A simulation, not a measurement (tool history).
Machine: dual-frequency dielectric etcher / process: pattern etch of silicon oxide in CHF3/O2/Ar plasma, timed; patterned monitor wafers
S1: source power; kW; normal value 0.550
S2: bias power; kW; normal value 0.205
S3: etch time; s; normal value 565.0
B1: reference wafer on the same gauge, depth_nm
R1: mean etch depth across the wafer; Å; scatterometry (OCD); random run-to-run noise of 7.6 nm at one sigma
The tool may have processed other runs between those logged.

run 1 hour=0.0 | S1=0.550 S2=0.241 S3=449.0 | B1=1284.4 | R1=9733
run 2 hour=30.0 | S1=0.550 S2=0.241 S3=449.0 | B1=1280.0 | R1=9573
run 3 hour=67.4 | S1=0.550 S2=0.205 S3=565.0 | B1=1282.8 | R1=11298
run 4 hour=135.6 | S1=0.550 S2=0.205 S3=565.0 | B1=1276.7 | R1=11206
run 5 hour=178.3 | S1=0.460 S2=0.205 S3=492.5 | B1=1280.9 | R1=8995
-- hour=266.4 wet clean of the chamber
run 6 hour=266.9 | S1=0.610 S2=0.181 S3=684.0 | B1=1280.3 | R1=14006
run 7 hour=292.4 | S1=0.550 S2=0.241 S3=449.0 | B1=1280.8 | R1=9722
run 8 hour=491.7 | S1=0.550 S2=0.205 S3=565.0 | B1=1279.7 | R1=11263
run 9 hour=556.1 | S1=0.500 S2=0.181 S3=481.5 | B1=1284.1 | R1=8781
run 10 hour=600.4 | S1=0.450 S2=0.192 S3=473.5 | B1=1281.4 | R1=8420
run 11 hour=655.2 | S1=0.450 S2=0.186 S3=441.0 | B1=1277.2 | R1=7689
run 12 hour=685.0 | S1=0.550 S2=0.236 S3=504.5 | B1=1280.4 | R1=10709
-- hour=699.2 source power generator calibrated
run 13 hour=729.4 | S1=0.550 S2=0.182 S3=676.0 | B1=1278.8 | R1=12712
run 14 hour=753.6 | S1=0.550 S2=0.205 S3=565.0 | B1=1281.6 | R1=11079
-- hour=807.6 wet clean of the chamber
run 15 hour=808.1 | S1=0.660 S2=0.177 S3=642.0 | B1=1282.6 | R1=13456
run 16 hour=834.1 | S1=0.490 S2=0.252 S3=422.5 | B1=1279.2 | R1=8883
run 17 hour=859.9 | S1=0.550 S2=0.205 S3=565.0 | B1=1278.1 | R1=11545
run 18 hour=918.6 | S1=0.550 S2=0.205 S3=565.0 | B1=1281.7 | R1=11616
-- hour=966.2 upper electrode replaced
run 19 hour=984.5 | S1=0.550 S2=0.205 S3=565.0 | B1=1281.6 | R1=11473
run 20 hour=1012.7 | S1=0.550 S2=0.242 S3=565.0 | B1=1279.9 | R1=12228
run 21 hour=1054.1 | S1=0.550 S2=0.205 S3=565.0 | B1=1281.2 | R1=11183
run 22 hour=1099.6 | S1=0.500 S2=0.221 S3=404.0 | B1=1281.8 | R1=8001
run 23 hour=1227.0 | S1=0.550 S2=0.205 S3=565.0 | B1=1277.8 | R1=11367
-- hour=1395.7 wet clean of the chamber
run 24 hour=1408.1 | S1=0.550 S2=0.205 S3=565.0 | B1=1281.7 | R1=11707
run 25 hour=1456.6 | S1=0.550 S2=0.205 S3=565.0 | B1=1279.7 | R1=11503
run 26 hour=1481.4 | S1=0.620 S2=0.158 S3=565.0 | B1=1279.1 | R1=11049
run 27 hour=1525.0 | S1=0.470 S2=0.205 S3=493.0 | B1=1279.8 | R1=9333
run 28 hour=1567.2 | S1=0.680 S2=0.240 S3=685.0 | B1=1275.9 | R1=16225

Forecast each of these 5 alternatives for the next run:
run A hour=1567.8 | S1=0.550 S2=0.205 S3=522.5 | B1=? | R1=?
run B hour=1567.8 | S1=0.550 S2=0.205 S3=467.0 | B1=? | R1=?
run C hour=1567.8 | S1=0.480 S2=0.156 S3=565.0 | B1=? | R1=?
run D hour=1567.8 | S1=0.550 S2=0.237 S3=565.0 | B1=? | R1=?
run E hour=1567.8 | S1=0.690 S2=0.205 S3=472.0 | B1=? | R1=?

run=A B1=1276.5 R1=10571
run=B B1=1276.5 R1=9448
run=C B1=1276.5 R1=9653
run=D B1=1276.5 R1=12112
run=E B1=1276.5 R1=10536
What these runs would have given with no unlogged condition in the tool:
run=A R1=10762
run=B R1=9619
run=C R1=9827
run=D R1=12331
run=E R1=10726
